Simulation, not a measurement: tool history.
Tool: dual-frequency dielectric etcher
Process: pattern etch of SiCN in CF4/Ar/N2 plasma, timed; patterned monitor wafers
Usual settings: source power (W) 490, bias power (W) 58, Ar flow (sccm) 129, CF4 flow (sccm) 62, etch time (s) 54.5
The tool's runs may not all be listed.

run	hour	source power (W)	bias power (W)	Ar flow (sccm)	CF4 flow (sccm)	etch time (s)	wafers since the last listed run	hours since the last wet clean	hours since the last source power generator calibration	hours since the last bias power generator calibration	hours since the last Ar flow controller change	hours since the last CF4 flow controller change	hours since the last upper electrode change	hours since the gauge calibration	read-back reference wafer on the same gauge, depth_nm	mean etch depth across the wafer (Å)
1	0	490	58	106	62	54.5	0	136.2	4039.7	1519.3	1644.2	5458.6	3616	124.3	51.02	441.4
2	24.6	490	64	129	62	54.5	300	160.8	4064.3	1543.9	1668.8	5483.2	3640.6	148.9	50.96	457.9
3	56.1	490	64	129	62	54.5	384	192.3	4095.8	1575.4	1700.3	5514.7	3672.1	180.4	50.96	461
4	92.1	490	64	129	62	54.5	439	228.3	4131.8	1611.4	1736.3	5550.7	3708.1	216.4	51.03	460.7
5	146.8	490	58	137	62	54.5	668	283	4186.5	1666.1	1791	5605.4	3762.8	271.1	50.93	432.2
6	173.6	490	58	137	62	54.5	327	309.8	4213.3	1692.9	1817.8	5632.2	3789.6	297.9	50.96	431.2
# hour 224.2: wet clean of the chamber
7	231.5	490	65	129	62	54.5	414	7.3	4271.2	1750.8	1875.7	5690.1	3847.5	355.8	50.94	465.6
8	296.3	490	65	129	62	54.5	791	72.1	4336	1815.6	1940.5	5754.9	3912.3	420.6	50.97	462.4
9	338.6	490	58	129	62	54.5	516	114.4	4378.3	1857.9	1982.8	5797.2	3954.6	462.9	51	434.2
10	369.9	490	58	129	50	54.5	382	145.7	4409.6	1889.2	2014.1	5828.5	3985.9	494.2	51.01	417.9
# hour 395.2: upper electrode replaced
# hour 413.2: Ar flow controller replaced
11	417.7	490	58	104	62	65	217	193.5	4457.4	1937	4.5	5876.3	22.5	542	50.98	528.1
12	466.9	490	44	110	48	59	601	242.7	4506.6	1986.2	53.7	5925.5	71.7	591.2	51	384.4
# hour 469.7: gauge calibrated
# hour 528.8: CF4 flow controller replaced
13	531.3	490	58	129	75	54.5	713	307.1	4571	2050.6	118.1	2.5	136.1	61.6	51.02	450.4
14	567.3	390	58	101	62	54.5	439	343.1	4607	2086.6	154.1	38.5	172.1	97.6	51.01	353.8
# hour 582.1: bias power generator calibrated
# hour 592.3: source power generator calibrated
15	633.7	490	58	129	62	65	713	409.5	41.4	51.6	220.5	104.9	238.5	164	50.97	518.5
16	665.6	490	58	129	62	54.5	389	441.4	73.3	83.5	252.4	136.8	270.4	195.9	51	436.4
# hour 707.7: wet clean of the chamber
17	720	490	64	129	62	54.5	371	12.3	127.7	137.9	306.8	191.2	324.8	250.3	51.02	458.3
18	771	490	58	106	62	54.5	623	63.3	178.7	188.9	357.8	242.2	375.8	301.3	51.01	441.1
19	837.5	600	68	107	76	54.5	812	129.8	245.2	255.4	424.3	308.7	442.3	367.8	50.94	607.1
20	871.4	570	68	129	62	54.5	414	163.7	279.1	289.3	458.2	342.6	476.2	401.7	51	547.5
21	924.4	490	58	129	62	54.5	647	216.7	332.1	342.3	511.2	395.6	529.2	454.7	51.04	434
22	965.4	490	58	129	62	54.5	501	257.7	373.1	383.3	552.2	436.6	570.2	495.7	50.9	431.7

3 ways to go on from here, each from the tool as it stands after run 22. What would each give?
A	965.8	490	58	129	62	54.5	4	258.1	373.5	383.7	552.6	437	570.6	496.1	?	?
B	965.8	490	58	109	62	54.5	4	258.1	373.5	383.7	552.6	437	570.6	496.1	?	?
C	965.8	400	47	129	62	46.5	4	258.1	373.5	383.7	552.6	437	570.6	496.1	?	?

run	read-back reference wafer on the same gauge, depth_nm	mean etch depth across the wafer (Å)
A	51.05	435.1
B	51.05	441.6
C	51.05	269.5
Without the tool's hidden state the same runs would have given:
run	mean etch depth across the wafer (Å)
A	435.1
B	441.6
C	269.5

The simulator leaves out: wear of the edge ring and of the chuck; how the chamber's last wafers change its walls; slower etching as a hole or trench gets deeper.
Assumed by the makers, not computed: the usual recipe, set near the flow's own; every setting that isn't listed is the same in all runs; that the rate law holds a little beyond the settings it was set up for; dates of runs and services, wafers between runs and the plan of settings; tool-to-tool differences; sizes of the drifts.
